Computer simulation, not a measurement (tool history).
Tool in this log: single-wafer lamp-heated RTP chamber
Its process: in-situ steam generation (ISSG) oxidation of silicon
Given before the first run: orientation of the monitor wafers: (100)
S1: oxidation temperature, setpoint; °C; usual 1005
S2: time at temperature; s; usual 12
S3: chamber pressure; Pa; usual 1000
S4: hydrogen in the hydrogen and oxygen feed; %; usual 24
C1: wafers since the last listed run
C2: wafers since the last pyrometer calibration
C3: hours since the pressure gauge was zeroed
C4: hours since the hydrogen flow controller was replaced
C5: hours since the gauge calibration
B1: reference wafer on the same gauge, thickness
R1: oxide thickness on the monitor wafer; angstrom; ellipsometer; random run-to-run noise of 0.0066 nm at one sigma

run     day    S1  S2    S3  S4   C1    C2      C3      C4     C5     B1     R1
  1   0.000   998  12  1000  24    0  1738  3571.2  2042.0  197.1  3.649  43.16
      0.558  -- pyrometer window cleaned and pyrometer calibrated
  2   2.096   998  12  1000  24  249   217  3621.5  2092.3  247.4  3.650  42.77
  3   7.704  1005   8  1000  18  794  1011  3756.1  2226.9  382.0  3.651  34.19
  4   8.925  1005   8  1000  18  172  1184  3785.4  2256.2  411.3  3.650  34.31
  5   9.996  1005   8  1000  18  151  1336  3811.1  2281.9  437.0  3.650  34.26
     11.733  -- hydrogen flow controller replaced
     12.388  -- pyrometer window cleaned and pyrometer calibrated
  6  12.896  1005  12  1000  19  316    72  3880.7    27.9  506.6  3.651  41.12
     15.096  -- pressure gauge zeroed
  7  15.112  1005  12  1000  19  266   338     0.4    81.1  559.8  3.650  41.19
  8  16.175  1005  12  1000  24  150   489    25.9   106.6  585.3  3.649  43.73
  9  17.746  1015  10  1000  24  222   711    63.6   144.3  623.0  3.650  41.91
     18.446  -- gauge calibrated
 10  20.325  1015  16  1173  24  365  1076   125.5   206.2   45.1  3.650  51.60
 11  22.921  1021  12  1000  14  367  1444   187.8   268.5  107.4  3.649  40.99
     24.325  -- pyrometer window cleaned and pyrometer calibrated
 12  25.467   998  12  1000  24  313   161   248.9   329.6  168.5  3.650  42.76
 13  26.717   988  12  1000  24  176   338   278.9   359.6  198.5  3.650  41.30
 14  29.212  1005  12  1000  24  353   691   338.8   419.5  258.4  3.650  43.81
 15  31.242  1005  15  1000  24  287   979   387.5   468.2  307.1  3.650  48.42

Per-run results on a tool with no hidden state, each run keeping its own random variation:
Hidden state at play: true wafer temperature minus pyrometer reading, K; true pressure minus gauge reading, Torr; deviation of the hydrogen flow from its setpoint, %; gauge reads high (%).
run     R1
  1  42.62
  2  42.72
  3  34.04
  4  34.11
  5  34.03
  6  41.12
  7  41.16
  8  43.68
  9  41.82
 10  51.29
 11  40.59
 12  42.68
 13  41.21
 14  43.64
 15  48.12

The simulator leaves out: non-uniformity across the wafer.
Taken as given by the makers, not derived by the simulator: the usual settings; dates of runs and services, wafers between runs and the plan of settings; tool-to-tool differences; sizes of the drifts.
